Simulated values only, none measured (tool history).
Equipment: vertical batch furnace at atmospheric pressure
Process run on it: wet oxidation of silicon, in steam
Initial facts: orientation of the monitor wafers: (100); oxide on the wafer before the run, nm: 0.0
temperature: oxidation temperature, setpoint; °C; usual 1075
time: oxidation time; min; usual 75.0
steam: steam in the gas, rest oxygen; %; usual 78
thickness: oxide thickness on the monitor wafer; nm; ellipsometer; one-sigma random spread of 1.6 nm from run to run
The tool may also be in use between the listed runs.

run,day,temperature,time,steam,wafers since the last listed run,hours since the last temperature calibration,hours since the steam generator was serviced,hours since the gauge calibration,"read-back reference wafer on the same gauge, thickness",thickness
1,0.000,1075,75.0,78,0,1894.0,1939.1,607.5,667.71,599.22
2,0.729,1075,75.0,78,244,1911.5,1956.6,625.0,668.43,595.80
3,2.250,1075,75.0,78,509,1948.0,1993.1,661.5,667.72,595.97
4,3.271,1075,75.0,78,342,1972.5,2017.6,686.0,668.12,597.79
5,5.925,1075,55.5,87,890,2036.2,2081.3,749.7,667.57,533.18
6,6.962,1075,55.5,87,347,2061.1,2106.2,774.6,668.41,531.28
7,8.133,1075,55.5,87,392,2089.2,2134.3,802.7,667.80,531.33
8,8.829,1067,75.0,78,233,2105.9,2151.0,819.4,668.20,569.65
# day 9.208: gauge calibrated
9,9.617,1075,75.0,78,264,2124.8,2169.9,9.8,667.51,595.35
10,10.429,1075,75.0,78,272,2144.3,2189.4,29.3,668.63,593.33
11,11.429,1075,75.0,78,335,2168.3,2213.4,53.3,667.95,595.65
12,12.829,1075,75.0,78,469,2201.9,2247.0,86.9,668.43,593.15
13,13.829,1075,75.0,78,335,2225.9,2271.0,110.9,667.70,593.12
# day 15.692: thermocouples replaced and temperature profile calibrated
14,15.712,1092,43.0,78,296,0.5,2316.2,156.1,668.00,462.37
15,16.367,1059,94.5,71,219,16.2,2331.9,171.8,667.93,595.97
# day 17.725: steam generator serviced
16,17.746,1075,75.0,78,127,49.3,0.5,204.9,668.47,617.15
17,18.433,1051,75.0,78,230,65.8,17.0,221.4,668.61,549.71
18,19.321,1062,39.5,85,297,87.1,38.3,242.7,668.46,417.41
19,20.379,1075,51.0,68,354,112.5,63.7,268.1,668.36,452.13
20,21.238,1075,95.5,78,287,133.1,84.3,288.7,667.65,709.06
21,21.979,1061,110.5,90,248,150.9,102.1,306.5,667.63,786.56
22,23.138,1075,75.0,78,388,178.7,129.9,334.3,668.21,619.32
23,23.904,1097,40.0,85,257,197.1,148.3,352.7,668.34,493.77
24,25.217,1053,92.5,78,440,228.6,179.8,384.2,667.31,626.12
25,26.508,1075,75.0,78,433,259.6,210.8,415.2,668.20,613.43
26,27.896,1075,75.0,78,465,292.9,244.1,448.5,668.06,614.43
27,28.417,1075,75.0,68,174,305.4,256.6,461.0,668.54,566.56

Forecast each of these 5 alternatives for the next run:
A,28.658,1075,75.0,70,81,311.2,262.4,466.8,?,?
B,28.658,1094,75.0,78,81,311.2,262.4,466.8,?,?
C,28.658,1054,64.5,67,81,311.2,262.4,466.8,?,?
D,28.658,1062,85.5,84,81,311.2,262.4,466.8,?,?
E,28.658,1082,38.5,90,81,311.2,262.4,466.8,?,?

run,"read-back reference wafer on the same gauge, thickness",thickness
A,667.51,578.73
B,667.51,666.35
C,667.51,463.55
D,667.51,654.10
E,667.51,468.48
Stripped of hidden state, with their random variation kept, the same runs would have yielded:
run,thickness
A,583.83
B,672.02
C,467.88
D,659.87
E,472.68
